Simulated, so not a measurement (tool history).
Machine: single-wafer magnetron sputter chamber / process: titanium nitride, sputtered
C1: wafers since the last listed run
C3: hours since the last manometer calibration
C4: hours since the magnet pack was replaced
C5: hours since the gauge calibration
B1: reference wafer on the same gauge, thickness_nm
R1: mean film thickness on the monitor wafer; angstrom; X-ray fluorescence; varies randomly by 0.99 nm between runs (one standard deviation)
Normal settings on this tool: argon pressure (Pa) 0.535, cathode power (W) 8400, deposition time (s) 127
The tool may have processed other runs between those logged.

run 1 day=0.000 | argon_pressure_(Pa)=0.535 cathode_power_(W)=8400 deposition_time_(s)=127 | C1=0 wafers_on_the_sputter_target=6502 C3=1302.5 C4=2953.0 C5=1267.5 | B1=220.408 | R1=2024.49
-- day=2.421 sputter target and shields replaced
run 2 day=3.783 | argon_pressure_(Pa)=0.535 cathode_power_(W)=8400 deposition_time_(s)=127 | C1=1138 wafers_on_the_sputter_target=449 C3=1393.3 C4=3043.8 C5=1358.3 | B1=219.784 | R1=2015.86
run 3 day=7.946 | argon_pressure_(Pa)=0.535 cathode_power_(W)=8400 deposition_time_(s)=127 | C1=1373 wafers_on_the_sputter_target=1823 C3=1493.2 C4=3143.7 C5=1458.2 | B1=220.554 | R1=2010.96
run 4 day=10.658 | argon_pressure_(Pa)=0.535 cathode_power_(W)=8400 deposition_time_(s)=127 | C1=894 wafers_on_the_sputter_target=2718 C3=1558.3 C4=3208.8 C5=1523.3 | B1=220.054 | R1=2001.61
run 5 day=13.550 | argon_pressure_(Pa)=0.535 cathode_power_(W)=8400 deposition_time_(s)=127 | C1=954 wafers_on_the_sputter_target=3672 C3=1627.7 C4=3278.2 C5=1592.7 | B1=220.227 | R1=2016.30
run 6 day=16.000 | argon_pressure_(Pa)=0.535 cathode_power_(W)=8400 deposition_time_(s)=127 | C1=808 wafers_on_the_sputter_target=4480 C3=1686.5 C4=3337.0 C5=1651.5 | B1=219.424 | R1=2015.27
run 7 day=19.612 | argon_pressure_(Pa)=0.535 cathode_power_(W)=8400 deposition_time_(s)=127 | C1=1191 wafers_on_the_sputter_target=5672 C3=1773.2 C4=3423.7 C5=1738.2 | B1=220.352 | R1=2001.10
run 8 day=21.154 | argon_pressure_(Pa)=0.535 cathode_power_(W)=8400 deposition_time_(s)=127 | C1=508 wafers_on_the_sputter_target=6181 C3=1810.2 C4=3460.7 C5=1775.2 | B1=219.247 | R1=2021.18
run 9 day=23.658 | argon_pressure_(Pa)=0.535 cathode_power_(W)=8400 deposition_time_(s)=144 | C1=826 wafers_on_the_sputter_target=7007 C3=1870.3 C4=3520.8 C5=1835.3 | B1=219.990 | R1=2286.28
run 10 day=30.638 | argon_pressure_(Pa)=0.535 cathode_power_(W)=8400 deposition_time_(s)=127 | C1=2302 wafers_on_the_sputter_target=9309 C3=2037.8 C4=3688.3 C5=2002.8 | B1=220.351 | R1=2012.83
-- day=32.104 sputter target and shields replaced
run 11 day=32.296 | argon_pressure_(Pa)=0.535 cathode_power_(W)=8400 deposition_time_(s)=127 | C1=437 wafers_on_the_sputter_target=63 C3=2077.6 C4=3728.1 C5=2042.6 | B1=220.570 | R1=2012.86
run 12 day=42.996 | argon_pressure_(Pa)=0.535 cathode_power_(W)=8400 deposition_time_(s)=127 | C1=3530 wafers_on_the_sputter_target=3594 C3=2334.4 C4=3984.9 C5=2299.4 | B1=219.873 | R1=2002.22
run 13 day=46.800 | argon_pressure_(Pa)=0.689 cathode_power_(W)=8400 deposition_time_(s)=127 | C1=1255 wafers_on_the_sputter_target=4849 C3=2425.7 C4=4076.2 C5=2390.7 | B1=220.121 | R1=1934.36
-- day=49.342 capacitance manometer re-zeroed and calibrated
run 14 day=50.542 | argon_pressure_(Pa)=0.585 cathode_power_(W)=8400 deposition_time_(s)=127 | C1=1124 wafers_on_the_sputter_target=5973 C3=28.8 C4=4166.0 C5=2480.5 | B1=220.209 | R1=1982.82
-- day=50.892 gauge calibrated
run 15 day=54.583 | argon_pressure_(Pa)=0.535 cathode_power_(W)=8400 deposition_time_(s)=127 | C1=1333 wafers_on_the_sputter_target=7307 C3=125.8 C4=4263.0 C5=88.6 | B1=220.032 | R1=1998.73
-- day=57.717 sputter target and shields replaced
run 16 day=58.617 | argon_pressure_(Pa)=0.535 cathode_power_(W)=8400 deposition_time_(s)=127 | C1=1220 wafers_on_the_sputter_target=297 C3=222.6 C4=4359.8 C5=185.4 | B1=220.629 | R1=2012.33
run 17 day=62.204 | argon_pressure_(Pa)=0.535 cathode_power_(W)=8400 deposition_time_(s)=127 | C1=1183 wafers_on_the_sputter_target=1480 C3=308.7 C4=4445.9 C5=271.5 | B1=220.171 | R1=2008.92
run 18 day=64.721 | argon_pressure_(Pa)=0.535 cathode_power_(W)=8400 deposition_time_(s)=127 | C1=830 wafers_on_the_sputter_target=2311 C3=369.1 C4=4506.3 C5=331.9 | B1=219.725 | R1=2003.66
run 19 day=67.012 | argon_pressure_(Pa)=0.375 cathode_power_(W)=6750 deposition_time_(s)=127 | C1=756 wafers_on_the_sputter_target=3067 C3=424.1 C4=4561.3 C5=386.9 | B1=220.137 | R1=1747.00
run 20 day=70.725 | argon_pressure_(Pa)=0.415 cathode_power_(W)=6650 deposition_time_(s)=106 | C1=1224 wafers_on_the_sputter_target=4292 C3=513.2 C4=4650.4 C5=476.0 | B1=220.206 | R1=1429.24
run 21 day=73.725 | argon_pressure_(Pa)=0.535 cathode_power_(W)=7550 deposition_time_(s)=139 | C1=989 wafers_on_the_sputter_target=5281 C3=585.2 C4=4722.4 C5=548.0 | B1=220.332 | R1=2011.65
run 22 day=75.358 | argon_pressure_(Pa)=0.535 cathode_power_(W)=8400 deposition_time_(s)=127 | C1=538 wafers_on_the_sputter_target=5820 C3=624.4 C4=4761.6 C5=587.2 | B1=220.336 | R1=2000.88
-- day=77.288 magnet pack replaced
run 23 day=79.262 | argon_pressure_(Pa)=0.535 cathode_power_(W)=8400 deposition_time_(s)=143 | C1=1178 wafers_on_the_sputter_target=6998 C3=718.1 C4=47.4 C5=680.9 | B1=220.045 | R1=2265.97
-- day=83.167 sputter target and shields replaced
run 24 day=83.429 | argon_pressure_(Pa)=0.731 cathode_power_(W)=9850 deposition_time_(s)=150 | C1=1264 wafers_on_the_sputter_target=86 C3=818.1 C4=147.4 C5=780.9 | B1=219.665 | R1=2597.46
run 25 day=86.362 | argon_pressure_(Pa)=0.535 cathode_power_(W)=8400 deposition_time_(s)=127 | C1=967 wafers_on_the_sputter_target=1054 C3=888.5 C4=217.8 C5=851.3 | B1=219.718 | R1=2019.99
run 26 day=90.600 | argon_pressure_(Pa)=0.535 cathode_power_(W)=6600 deposition_time_(s)=127 | C1=1398 wafers_on_the_sputter_target=2452 C3=990.2 C4=319.5 C5=953.0 | B1=219.541 | R1=1637.34
run 27 day=93.412 | argon_pressure_(Pa)=0.535 cathode_power_(W)=8400 deposition_time_(s)=127 | C1=927 wafers_on_the_sputter_target=3380 C3=1057.7 C4=387.0 C5=1020.5 | B1=219.870 | R1=2002.70
run 28 day=96.308 | argon_pressure_(Pa)=0.535 cathode_power_(W)=8400 deposition_time_(s)=127 | C1=955 wafers_on_the_sputter_target=4336 C3=1127.2 C4=456.5 C5=1090.0 | B1=220.356 | R1=2015.47
run 29 day=98.779 | argon_pressure_(Pa)=0.535 cathode_power_(W)=8400 deposition_time_(s)=127 | C1=815 wafers_on_the_sputter_target=5151 C3=1186.5 C4=515.8 C5=1149.3 | B1=219.846 | R1=2027.73
run 30 day=101.179 | argon_pressure_(Pa)=0.467 cathode_power_(W)=6500 deposition_time_(s)=112 | C1=791 wafers_on_the_sputter_target=5943 C3=1244.1 C4=573.4 C5=1206.9 | B1=219.931 | R1=1459.57
run 31 day=103.867 | argon_pressure_(Pa)=0.731 cathode_power_(W)=9850 deposition_time_(s)=150 | C1=886 wafers_on_the_sputter_target=6829 C3=1308.6 C4=637.9 C5=1271.4 | B1=219.836 | R1=2593.20
-- day=105.467 sputter target and shields replaced
run 32 day=107.688 | argon_pressure_(Pa)=0.409 cathode_power_(W)=10150 deposition_time_(s)=127 | C1=1150 wafers_on_the_sputter_target=732 C3=1400.3 C4=729.6 C5=1363.1 | B1=220.006 | R1=2446.39
run 33 day=109.579 | argon_pressure_(Pa)=0.713 cathode_power_(W)=8400 deposition_time_(s)=127 | C1=624 wafers_on_the_sputter_target=1357 C3=1445.7 C4=775.0 C5=1408.5 | B1=220.206 | R1=1932.61
run 34 day=111.938 | argon_pressure_(Pa)=0.341 cathode_power_(W)=8400 deposition_time_(s)=127 | C1=778 wafers_on_the_sputter_target=2135 C3=1502.3 C4=831.6 C5=1465.1 | B1=220.226 | R1=2109.21
run 35 day=115.238 | argon_pressure_(Pa)=0.330 cathode_power_(W)=8400 deposition_time_(s)=102 | C1=1088 wafers_on_the_sputter_target=3223 C3=1581.5 C4=910.8 C5=1544.3 | B1=220.684 | R1=1696.98

Exercise: give the hidden state of the tool at every run:
deposition rate above that of a new target (%): 0 at every run
true argon pressure above the setpoint (%): 0 at every run
gauge reads high (%): 0 at every run
